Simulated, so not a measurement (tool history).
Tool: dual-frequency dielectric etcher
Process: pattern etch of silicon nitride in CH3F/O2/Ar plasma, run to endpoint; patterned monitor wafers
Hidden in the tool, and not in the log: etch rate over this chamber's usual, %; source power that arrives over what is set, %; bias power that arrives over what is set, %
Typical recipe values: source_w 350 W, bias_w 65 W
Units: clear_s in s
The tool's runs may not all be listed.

run,day,source_w,bias_w,wafers since the last listed run,hours since the last wet clean,hours since the last source power generator calibration,hours since the last bias power generator calibration,hours since the last upper electrode change,"incoming incoming film thickness, nm",clear_s
1,0.000,350,65,0,388.9,672.6,1011.7,3374.3,19.47,31.8
2,6.083,350,77,1731,534.9,818.6,1157.7,3520.3,19.34,30.1
# day 8.700: wet clean of the chamber
3,8.800,350,65,488,2.4,883.8,1222.9,3585.5,19.30,31.0
4,11.346,350,65,724,63.5,944.9,1284.0,3646.6,19.26,31.2
5,13.654,350,65,657,118.9,1000.3,1339.4,3702.0,19.63,31.7
6,16.596,350,54,837,189.5,1070.9,1410.0,3772.6,19.10,33.5
7,19.717,350,54,888,264.4,1145.8,1484.9,3847.5,19.35,34.0
8,23.521,310,65,1083,355.7,1237.1,1576.2,3938.8,19.30,33.6
# day 31.396: upper electrode replaced
# day 32.404: wet clean of the chamber
9,32.425,350,65,1965,0.5,1450.8,1789.9,24.7,19.39,31.0
10,37.058,350,65,1319,111.7,1562.0,1901.1,135.9,19.38,31.6
11,40.312,350,65,926,189.8,1640.1,1979.2,214.0,19.27,31.4
12,42.088,350,65,505,232.4,1682.7,2021.8,256.6,19.20,31.4
# day 44.458: source power generator calibrated
13,46.383,350,65,1175,335.5,46.2,2124.9,359.7,19.43,31.8
# day 47.100: bias power generator calibrated
14,48.538,280,65,565,387.2,97.9,34.5,411.4,19.15,34.5
15,50.683,280,65,610,438.7,149.4,86.0,462.9,19.22,35.2
16,52.225,350,65,438,475.7,186.4,123.0,499.9,19.28,31.9
17,54.446,290,58,632,529.0,239.7,176.3,553.2,19.27,36.3
18,58.462,370,61,1143,625.4,336.1,272.7,649.6,19.35,32.1
# day 61.583: wet clean of the chamber
19,61.604,290,72,609,0.5,411.5,348.1,725.0,19.34,32.7
20,63.496,370,65,538,45.9,456.9,393.5,770.4,19.51,30.8
21,67.788,440,81,1221,148.9,559.9,496.5,873.4,19.29,26.0
22,69.679,290,54,538,194.3,605.3,541.9,918.8,19.30,36.4
23,71.712,440,61,578,243.1,654.1,590.7,967.6,19.33,29.1
24,75.858,350,65,1180,342.6,753.6,690.2,1067.1,19.21,31.7
25,78.567,320,51,771,407.6,818.6,755.2,1132.1,19.23,35.8
26,82.429,350,65,1099,500.3,911.3,847.9,1224.8,19.26,32.1
# day 86.279: wet clean of the chamber
27,86.300,350,65,817,0.5,1004.2,940.8,1317.7,19.16,30.8
28,89.775,350,59,989,83.9,1087.6,1024.2,1401.1,19.38,32.3
29,91.679,350,65,542,129.6,1133.3,1069.9,1446.8,19.30,30.9
30,95.996,350,65,1229,233.2,1236.9,1173.5,1550.4,19.40,31.6
31,97.567,320,73,447,270.9,1274.6,1211.2,1588.1,19.42,31.6
32,101.800,390,58,1205,372.5,1376.2,1312.8,1689.7,19.32,31.7
33,105.075,350,65,932,451.1,1454.8,1391.4,1768.3,19.22,31.9
34,107.967,350,65,823,520.5,1524.2,1460.8,1837.7,19.20,31.8
# day 109.629: wet clean of the chamber
35,116.183,380,51,2054,157.3,1721.4,1658.0,2034.9,19.25,33.3

Describe how what the log doesn't record of the tool's condition differs between the last listed run preceding each entry between runs and the first listed run following it.
Logged between run 2 and run 3: wet clean of the chamber (day 8.700)
  etch rate over this chamber's usual, %: -3.42 -> -0.4
  measured less the result without the state, clear_s: +1.1 -> +0.1 s
Logged between run 8 and run 9: upper electrode replaced (day 31.396); wet clean of the chamber (day 32.404)
  etch rate over this chamber's usual, %: -2.52 -> 0.133
  measured less the result without the state, clear_s: +0.9 -> -0.1 s
Logged between run 12 and run 13: source power generator calibrated (day 44.458)
  etch rate over this chamber's usual, %: -1.26 -> -1.88
  measured less the result without the state, clear_s: +0.4 -> +0.6 s
Logged between run 13 and run 14: bias power generator calibrated (day 47.100)
  etch rate over this chamber's usual, %: -1.88 -> -2.19
  measured less the result without the state, clear_s: +0.6 -> +0.7 s
Logged between run 18 and run 19: wet clean of the chamber (day 61.583)
  etch rate over this chamber's usual, %: -3.62 -> 0.234
  measured less the result without the state, clear_s: +1.1 -> +0.0 s
Logged between run 26 and run 27: wet clean of the chamber (day 86.279)
  etch rate over this chamber's usual, %: -2.77 -> 0.624
  measured less the result without the state, clear_s: +0.9 -> -0.2 s
Logged between run 34 and run 35: wet clean of the chamber (day 109.629)
  etch rate over this chamber's usual, %: -2.5 -> -1.28
  measured less the result without the state, clear_s: +0.8 -> +0.4 s
